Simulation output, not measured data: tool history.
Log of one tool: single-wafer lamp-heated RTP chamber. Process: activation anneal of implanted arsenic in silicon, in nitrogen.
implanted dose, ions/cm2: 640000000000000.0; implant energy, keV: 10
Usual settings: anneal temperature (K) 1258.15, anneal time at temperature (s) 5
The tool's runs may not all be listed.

run,hour,anneal temperature (K),anneal time at temperature (s),wafers since the last listed run,wafers since the last pyrometer calibration,wafers since the reflector plate was cleaned,hours since the gauge calibration,"read-back reference wafer on the same gauge, sheet resistance",sheet resistance of the implanted and annealed layer (ohm/square)
1,0,1258.15,5,0,223,3464,508.5,255.06,218.93
# hour 6.8: gauge calibrated
2,51.7,1258.15,5,753,976,4218,44.9,260.38,223.25
3,122.7,1251.15,5,1034,2011,5252,115.9,259.45,226.37
4,153.1,1251.15,5,442,2453,5695,146.3,258.89,223.68
5,206.7,1251.15,5,780,3234,6476,199.9,258.58,225.2
6,269.6,1258.15,5,916,4151,7392,262.8,257.74,220.34
7,316.7,1258.15,5,686,4837,8078,309.9,257.49,220.18
8,346.4,1258.15,5,432,5269,8511,339.6,257,219.46
9,409.4,1275.15,7,917,6187,9428,402.6,256.36,211
# hour 424.8: pyrometer window cleaned and pyrometer calibrated
# hour 424.9: reflector plate cleaned
10,447.4,1237.15,8,436,328,328,440.6,255.88,222.46
# hour 463.9: gauge calibrated
11,518.8,1237.15,3,1040,1368,1368,54.9,259.98,239.48
12,556.1,1279.15,3,543,1911,1911,92.2,259.62,221.24
13,591.9,1258.15,8,521,2433,2433,128,259.38,216.26
14,656.9,1269.15,6,946,3380,3380,193,258.84,215.57
15,715.1,1258.15,7,847,4228,4228,251.2,257.86,217.81
# hour 761.3: pyrometer window cleaned and pyrometer calibrated
16,761.8,1258.15,5,563,7,4791,297.9,257.54,222.17

Hidden state at the last listed run before each entry between runs and at the first one after, where it differs:
Between runs 1 and 2: gauge calibrated (hour 6.8)
  gauge reads high (%): -1.92 -> 0.0394
  measured less the result without the state, sheet resistance of the implanted and annealed layer (ohm/square): -4.27 -> +0.09
Between runs 9 and 10: pyrometer window cleaned and pyrometer calibrated (hour 424.8); reflector plate cleaned (hour 424.9)
  gauge reads high (%): -1.39 -> -1.54
  measured less the result without the state, sheet resistance of the implanted and annealed layer (ohm/square): -2.98 -> -3.48
Between runs 10 and 11: gauge calibrated (hour 463.9)
  gauge reads high (%): -1.54 -> -0.00493
  measured less the result without the state, sheet resistance of the implanted and annealed layer (ohm/square): -3.48 -> -0.01
Between runs 15 and 16: pyrometer window cleaned and pyrometer calibrated (hour 761.3)
  gauge reads high (%): -0.79 -> -0.977
  measured less the result without the state, sheet resistance of the implanted and annealed layer (ohm/square): -1.74 -> -2.19

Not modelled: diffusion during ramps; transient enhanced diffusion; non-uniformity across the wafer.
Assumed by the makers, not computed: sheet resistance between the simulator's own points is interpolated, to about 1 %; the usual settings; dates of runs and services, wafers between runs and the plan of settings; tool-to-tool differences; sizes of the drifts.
